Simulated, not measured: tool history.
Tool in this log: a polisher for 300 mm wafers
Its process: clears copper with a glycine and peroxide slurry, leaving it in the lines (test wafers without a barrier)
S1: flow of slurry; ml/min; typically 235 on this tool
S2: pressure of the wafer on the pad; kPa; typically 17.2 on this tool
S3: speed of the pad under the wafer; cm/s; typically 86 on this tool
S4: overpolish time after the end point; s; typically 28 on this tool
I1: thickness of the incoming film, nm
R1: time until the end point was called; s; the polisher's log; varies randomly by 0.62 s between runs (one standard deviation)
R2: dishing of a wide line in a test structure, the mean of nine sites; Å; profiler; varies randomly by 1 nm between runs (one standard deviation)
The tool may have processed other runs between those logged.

| run | hour | S1 | S2 | S3 | S4 | I1 | R1 | R2 |
|---|---|---|---|---|---|---|---|---|
| 1 | 0.0 | 280 | 17.2 | 86 | 28 | 456.1 | 134.4 | 747 |
|  | 2.3 | worn pad replaced by a new one |
| 2 | 7.2 | 235 | 17.2 | 86 | 28 | 456.9 | 131.5 | 758 |
| 3 | 19.1 | 235 | 22.1 | 86 | 28 | 452.7 | 116.1 | 869 |
| 4 | 36.7 | 260 | 17.2 | 86 | 28 | 455.0 | 133.3 | 742 |
| 5 | 53.2 | 235 | 13.1 | 86 | 28 | 457.2 | 155.9 | 648 |
|  | 64.4 | worn pad replaced by a new one |
| 6 | 64.9 | 235 | 13.1 | 86 | 28 | 455.3 | 147.6 | 700 |
| 7 | 70.3 | 235 | 17.2 | 86 | 28 | 453.4 | 130.1 | 758 |
| 8 | 80.2 | 235 | 17.2 | 86 | 28 | 457.8 | 134.1 | 769 |
| 9 | 92.0 | 235 | 17.2 | 86 | 28 | 453.3 | 135.0 | 753 |
| 10 | 101.0 | 235 | 17.2 | 86 | 28 | 452.8 | 134.6 | 750 |
| 11 | 114.0 | 275 | 19.3 | 106 | 28 | 452.2 | 107.6 | 908 |
|  | 129.5 | worn pad replaced by a new one |
| 12 | 130.0 | 275 | 19.3 | 106 | 28 | 456.9 | 105.7 | 913 |
| 13 | 169.4 | 275 | 19.3 | 106 | 28 | 461.5 | 110.6 | 890 |
| 14 | 185.0 | 235 | 22.8 | 86 | 15 | 461.5 | 124.8 | 482 |
|  | 199.5 | worn pad replaced by a new one |
| 15 | 200.0 | 235 | 20.0 | 86 | 28 | 455.0 | 124.9 | 794 |
|  | 204.6 | slurry nozzle cleaned |
| 16 | 207.5 | 190 | 13.8 | 86 | 42 | 461.2 | 144.7 | 982 |
|  | 209.5 | head pressure recalibrated |
| 17 | 219.3 | 235 | 19.3 | 86 | 13 | 457.2 | 121.3 | 420 |
| 18 | 228.4 | 235 | 17.2 | 86 | 28 | 455.1 | 130.4 | 748 |
| 19 | 244.5 | 235 | 11.7 | 86 | 42 | 454.5 | 155.8 | 919 |
| 20 | 260.3 | 190 | 17.2 | 100 | 28 | 452.7 | 120.4 | 828 |
| 21 | 267.9 | 235 | 19.3 | 86 | 13 | 460.2 | 129.0 | 407 |

Predict each of these 5 candidate next runs independently; none follows another, all start after run 21:
| A | 268.4 | 235 | 17.2 | 86 | 28 | 453.2 | ? | ? |
| B | 268.4 | 210 | 20.0 | 86 | 44 | 453.2 | ? | ? |
| C | 268.4 | 235 | 17.2 | 114 | 28 | 453.2 | ? | ? |
| D | 268.4 | 235 | 20.0 | 112 | 33 | 453.2 | ? | ? |
| E | 268.4 | 300 | 17.2 | 86 | 12 | 453.2 | ? | ? |

| run | R1 | R2 |
|---|---|---|
| A | 134.1 | 749 |
| B | 126.0 | 1115 |
| C | 106.8 | 886 |
| D | 100.5 | 1054 |
| E | 131.4 | 364 |
Without the tool's unlogged condition, the same runs would have read:
| run | R1 | R2 |
|---|---|---|
| A | 125.8 | 789 |
| B | 118.2 | 1166 |
| C | 100.2 | 930 |
| D | 94.2 | 1103 |
| E | 123.3 | 386 |

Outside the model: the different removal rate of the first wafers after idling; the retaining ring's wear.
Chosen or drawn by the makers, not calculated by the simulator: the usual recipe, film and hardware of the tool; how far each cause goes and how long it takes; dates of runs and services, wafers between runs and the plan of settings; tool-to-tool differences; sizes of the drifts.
